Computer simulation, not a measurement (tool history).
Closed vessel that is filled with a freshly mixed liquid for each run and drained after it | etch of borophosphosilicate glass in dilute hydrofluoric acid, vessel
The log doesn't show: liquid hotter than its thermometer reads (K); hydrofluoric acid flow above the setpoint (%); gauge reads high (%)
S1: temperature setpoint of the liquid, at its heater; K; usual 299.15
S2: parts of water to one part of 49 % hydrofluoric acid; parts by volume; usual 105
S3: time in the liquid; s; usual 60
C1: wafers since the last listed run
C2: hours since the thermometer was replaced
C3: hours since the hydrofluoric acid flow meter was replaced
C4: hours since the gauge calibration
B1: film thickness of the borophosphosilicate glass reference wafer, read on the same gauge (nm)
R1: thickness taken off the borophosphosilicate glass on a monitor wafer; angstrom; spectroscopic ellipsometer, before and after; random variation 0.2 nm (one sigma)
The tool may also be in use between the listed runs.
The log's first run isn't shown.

run 2 hour=17.7 | S1=299.15 S2=105 S3=60 | C1=2274 C2=1435.9 C3=2585.0 C4=385.7 | B1=130.04 | R1=324.8
run 3 hour=24.2 | S1=299.15 S2=125 S3=45 | C1=835 C2=1442.4 C3=2591.5 C4=392.2 | B1=129.99 | R1=194.8
-- hour=30.0 thermometer replaced
run 4 hour=33.3 | S1=299.15 S2=125 S3=45 | C1=1040 C2=3.3 C3=2600.6 C4=401.3 | B1=130.03 | R1=195.4
-- hour=45.3 hydrofluoric acid flow meter replaced
run 5 hour=47.7 | S1=299.15 S2=105 S3=60 | C1=1721 C2=17.7 C3=2.4 C4=415.7 | B1=130.01 | R1=275.9
run 6 hour=63.5 | S1=299.15 S2=105 S3=60 | C1=2030 C2=33.5 C3=18.2 C4=431.5 | B1=129.99 | R1=278.1
run 7 hour=70.7 | S1=299.15 S2=105 S3=60 | C1=925 C2=40.7 C3=25.4 C4=438.7 | B1=130.03 | R1=277.4
run 8 hour=86.3 | S1=299.15 S2=145 S3=70 | C1=2004 C2=56.3 C3=41.0 C4=454.3 | B1=129.98 | R1=221.0
run 9 hour=99.9 | S1=299.15 S2=105 S3=80 | C1=1747 C2=69.9 C3=54.6 C4=467.9 | B1=129.98 | R1=366.2
run 10 hour=111.8 | S1=299.15 S2=105 S3=60 | C1=1529 C2=81.8 C3=66.5 C4=479.8 | B1=130.01 | R1=280.8
run 11 hour=118.6 | S1=299.15 S2=105 S3=85 | C1=873 C2=88.6 C3=73.3 C4=486.6 | B1=130.01 | R1=389.6
run 12 hour=132.1 | S1=297.65 S2=135 S3=60 | C1=1734 C2=102.1 C3=86.8 C4=500.1 | B1=130.01 | R1=195.0
run 13 hour=143.0 | S1=294.65 S2=135 S3=35 | C1=1400 C2=113.0 C3=97.7 C4=511.0 | B1=130.00 | R1=101.6
-- hour=146.8 gauge calibrated
run 14 hour=156.7 | S1=299.15 S2=105 S3=60 | C1=1760 C2=126.7 C3=111.4 C4=9.9 | B1=129.97 | R1=275.9
run 15 hour=167.8 | S1=296.15 S2=65 S3=75 | C1=1426 C2=137.8 C3=122.5 C4=21.0 | B1=130.00 | R1=516.5

The next listed run, before its measurement:
run 16 hour=178.9 | S1=300.65 S2=135 S3=60 | C1=1426 C2=148.9 C3=133.6 C4=32.1 | B1=? | R1=?

{"run 16": {"B1": 129.99, "R1": 218.6}}
Without the tool's hidden state the same run would have given R1 216.5 angstrom.

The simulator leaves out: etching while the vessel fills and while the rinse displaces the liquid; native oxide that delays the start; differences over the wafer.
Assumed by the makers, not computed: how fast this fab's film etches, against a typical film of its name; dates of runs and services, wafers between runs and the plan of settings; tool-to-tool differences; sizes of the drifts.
